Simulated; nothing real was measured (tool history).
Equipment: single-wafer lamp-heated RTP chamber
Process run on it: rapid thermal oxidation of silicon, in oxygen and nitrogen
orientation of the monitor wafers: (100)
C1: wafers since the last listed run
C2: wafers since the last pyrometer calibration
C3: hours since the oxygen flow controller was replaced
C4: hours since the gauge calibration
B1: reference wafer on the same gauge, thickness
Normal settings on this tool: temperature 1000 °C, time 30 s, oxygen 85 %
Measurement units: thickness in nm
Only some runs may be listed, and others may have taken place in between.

{"run": 1, "hour": 0.0, "temperature": 1000, "time": 30, "oxygen": 62, "C1": 0, "C2": 1922, "C3": 3162.7, "C4": 1240.2, "B1": 3.75, "thickness": 3.768}
{"run": 2, "hour": 26.9, "temperature": 1000, "time": 30, "oxygen": 62, "C1": 307, "C2": 2230, "C3": 3189.6, "C4": 1267.1, "B1": 3.75, "thickness": 3.753}
{"run": 3, "hour": 51.2, "temperature": 992, "time": 30, "oxygen": 85, "C1": 278, "C2": 2508, "C3": 3213.9, "C4": 1291.4, "B1": 3.749, "thickness": 3.927}
{"run": 4, "hour": 110.1, "temperature": 992, "time": 30, "oxygen": 85, "C1": 673, "C2": 3182, "C3": 3272.8, "C4": 1350.3, "B1": 3.75, "thickness": 3.939}
{"run": 5, "hour": 143.4, "temperature": 992, "time": 30, "oxygen": 85, "C1": 380, "C2": 3563, "C3": 3306.1, "C4": 1383.6, "B1": 3.75, "thickness": 3.939}
{"run": 6, "hour": 209.5, "temperature": 1000, "time": 30, "oxygen": 85, "C1": 756, "C2": 4319, "C3": 3372.2, "C4": 1449.7, "B1": 3.75, "thickness": 4.155}
{"run": 7, "hour": 262.5, "temperature": 1000, "time": 30, "oxygen": 85, "C1": 606, "C2": 4925, "C3": 3425.2, "C4": 1502.7, "B1": 3.75, "thickness": 4.17}
{"run": 8, "hour": 312.9, "temperature": 1000, "time": 39, "oxygen": 85, "C1": 576, "C2": 5502, "C3": 3475.6, "C4": 1553.1, "B1": 3.75, "thickness": 4.658}
{"run": 9, "hour": 380.5, "temperature": 1000, "time": 30, "oxygen": 85, "C1": 773, "C2": 6275, "C3": 3543.2, "C4": 1620.7, "B1": 3.749, "thickness": 4.188}
{"hour": 453.7, "done": "oxygen flow controller replaced"}
{"run": 10, "hour": 454.2, "temperature": 1000, "time": 30, "oxygen": 85, "C1": 751, "C2": 7027, "C3": 0.5, "C4": 1694.4, "B1": 3.75, "thickness": 4.193}
{"hour": 463.3, "done": "pyrometer window cleaned and pyrometer calibrated"}
{"run": 11, "hour": 483.3, "temperature": 1000, "time": 30, "oxygen": 85, "C1": 241, "C2": 228, "C3": 29.6, "C4": 1723.5, "B1": 3.75, "thickness": 4.145}
{"run": 12, "hour": 519.4, "temperature": 983, "time": 30, "oxygen": 98, "C1": 413, "C2": 641, "C3": 65.7, "C4": 1759.6, "B1": 3.75, "thickness": 3.867}
{"hour": 556.6, "done": "gauge calibrated"}
{"run": 13, "hour": 556.9, "temperature": 1000, "time": 30, "oxygen": 85, "C1": 429, "C2": 1070, "C3": 103.2, "C4": 0.3, "B1": 3.75, "thickness": 4.14}
{"run": 14, "hour": 623.0, "temperature": 1000, "time": 30, "oxygen": 85, "C1": 756, "C2": 1827, "C3": 169.3, "C4": 66.4, "B1": 3.75, "thickness": 4.149}
{"run": 15, "hour": 676.4, "temperature": 1000, "time": 30, "oxygen": 85, "C1": 610, "C2": 2437, "C3": 222.7, "C4": 119.8, "B1": 3.75, "thickness": 4.151}
{"run": 16, "hour": 747.6, "temperature": 1000, "time": 30, "oxygen": 98, "C1": 814, "C2": 3252, "C3": 293.9, "C4": 191.0, "B1": 3.749, "thickness": 4.353}
{"run": 17, "hour": 779.7, "temperature": 1000, "time": 30, "oxygen": 98, "C1": 367, "C2": 3619, "C3": 326.0, "C4": 223.1, "B1": 3.75, "thickness": 4.355}
{"run": 18, "hour": 847.5, "temperature": 1000, "time": 30, "oxygen": 98, "C1": 775, "C2": 4395, "C3": 393.8, "C4": 290.9, "B1": 3.75, "thickness": 4.37}
{"run": 19, "hour": 911.9, "temperature": 1000, "time": 30, "oxygen": 85, "C1": 736, "C2": 5132, "C3": 458.2, "C4": 355.3, "B1": 3.75, "thickness": 4.19}
{"run": 20, "hour": 944.9, "temperature": 1000, "time": 30, "oxygen": 67, "C1": 377, "C2": 5509, "C3": 491.2, "C4": 388.3, "B1": 3.749, "thickness": 3.885}
{"run": 21, "hour": 1014.1, "temperature": 1000, "time": 30, "oxygen": 85, "C1": 791, "C2": 6301, "C3": 560.4, "C4": 457.5, "B1": 3.75, "thickness": 4.204}
{"run": 22, "hour": 1052.2, "temperature": 1021, "time": 30, "oxygen": 85, "C1": 435, "C2": 6737, "C3": 598.5, "C4": 495.6, "B1": 3.75, "thickness": 4.862}
{"run": 23, "hour": 1108.6, "temperature": 1000, "time": 30, "oxygen": 85, "C1": 645, "C2": 7382, "C3": 654.9, "C4": 552.0, "B1": 3.75, "thickness": 4.215}
{"hour": 1146.5, "done": "pyrometer window cleaned and pyrometer calibrated"}
{"run": 24, "hour": 1160.9, "temperature": 975, "time": 21, "oxygen": 74, "C1": 506, "C2": 165, "C3": 707.2, "C4": 604.3, "B1": 3.75, "thickness": 2.995}
{"run": 25, "hour": 1229.3, "temperature": 983, "time": 30, "oxygen": 85, "C1": 782, "C2": 947, "C3": 775.6, "C4": 672.7, "B1": 3.75, "thickness": 3.698}
{"run": 26, "hour": 1256.4, "temperature": 1016, "time": 19, "oxygen": 98, "C1": 310, "C2": 1257, "C3": 802.7, "C4": 699.8, "B1": 3.75, "thickness": 4.032}
{"run": 27, "hour": 1289.5, "temperature": 988, "time": 30, "oxygen": 85, "C1": 378, "C2": 1636, "C3": 835.8, "C4": 732.9, "B1": 3.75, "thickness": 3.828}
{"run": 28, "hour": 1344.0, "temperature": 1000, "time": 30, "oxygen": 85, "C1": 623, "C2": 2259, "C3": 890.3, "C4": 787.4, "B1": 3.749, "thickness": 4.15}
{"run": 29, "hour": 1388.4, "temperature": 1012, "time": 36, "oxygen": 98, "C1": 507, "C2": 2767, "C3": 934.7, "C4": 831.8, "B1": 3.749, "thickness": 5.11}
{"run": 30, "hour": 1440.6, "temperature": 1000, "time": 30, "oxygen": 85, "C1": 597, "C2": 3365, "C3": 986.9, "C4": 884.0, "B1": 3.751, "thickness": 4.151}
{"run": 31, "hour": 1472.8, "temperature": 1000, "time": 30, "oxygen": 85, "C1": 368, "C2": 3733, "C3": 1019.1, "C4": 916.2, "B1": 3.75, "thickness": 4.156}
{"run": 32, "hour": 1508.8, "temperature": 1021, "time": 19, "oxygen": 85, "C1": 411, "C2": 4145, "C3": 1055.1, "C4": 952.2, "B1": 3.749, "thickness": 4.009}
{"run": 33, "hour": 1576.0, "temperature": 976, "time": 30, "oxygen": 85, "C1": 768, "C2": 4914, "C3": 1122.3, "C4": 1019.4, "B1": 3.751, "thickness": 3.561}
{"run": 34, "hour": 1633.5, "temperature": 972, "time": 25, "oxygen": 96, "C1": 657, "C2": 5571, "C3": 1179.8, "C4": 1076.9, "B1": 3.751, "thickness": 3.364}
{"run": 35, "hour": 1678.2, "temperature": 970, "time": 18, "oxygen": 85, "C1": 511, "C2": 6083, "C3": 1224.5, "C4": 1121.6, "B1": 3.75, "thickness": 2.905}
{"run": 36, "hour": 1705.1, "temperature": 1000, "time": 30, "oxygen": 85, "C1": 307, "C2": 6391, "C3": 1251.4, "C4": 1148.5, "B1": 3.749, "thickness": 4.196}
{"run": 37, "hour": 1745.8, "temperature": 1000, "time": 30, "oxygen": 85, "C1": 465, "C2": 6856, "C3": 1292.1, "C4": 1189.2, "B1": 3.75, "thickness": 4.195}
{"hour": 1762.9, "done": "pyrometer window cleaned and pyrometer calibrated"}
{"run": 38, "hour": 1811.7, "temperature": 1000, "time": 30, "oxygen": 85, "C1": 662, "C2": 558, "C3": 1358.0, "C4": 1255.1, "B1": 3.75, "thickness": 4.148}
{"run": 39, "hour": 1848.0, "temperature": 1018, "time": 30, "oxygen": 95, "C1": 415, "C2": 973, "C3": 1394.3, "C4": 1291.4, "B1": 3.75, "thickness": 4.872}

Give the tool's hidden conditions for every run:
deviation of the oxygen flow from its setpoint, %: 0 on each run
gauge reads high (%): 0 on each run
H1: true wafer temperature minus pyrometer reading, K
run=1 H1=0.255
run=2 H1=0.309
run=3 H1=0.364
run=4 H1=0.526
run=5 H1=0.634
run=6 H1=0.885
run=7 H1=1.12
run=8 H1=1.37
run=9 H1=1.76
run=10 H1=2.23
run=11 H1=0.253
run=12 H1=0.268
run=13 H1=0.299
run=14 H1=0.392
run=15 H1=0.501
run=16 H1=0.696
run=17 H1=0.803
run=18 H1=1.06
run=19 H1=1.36
run=20 H1=1.53
run=21 H1=1.92
run=22 H1=2.16
run=23 H1=2.55
run=24 H1=0.0282
run=25 H1=0.0648
run=26 H1=0.0936
run=27 H1=0.14
run=28 H1=0.242
run=29 H1=0.349
run=30 H1=0.504
run=31 H1=0.614
run=32 H1=0.75
run=33 H1=1.04
run=34 H1=1.33
run=35 H1=1.58
run=36 H1=1.75
run=37 H1=2.01
run=38 H1=0.103
run=39 H1=0.13
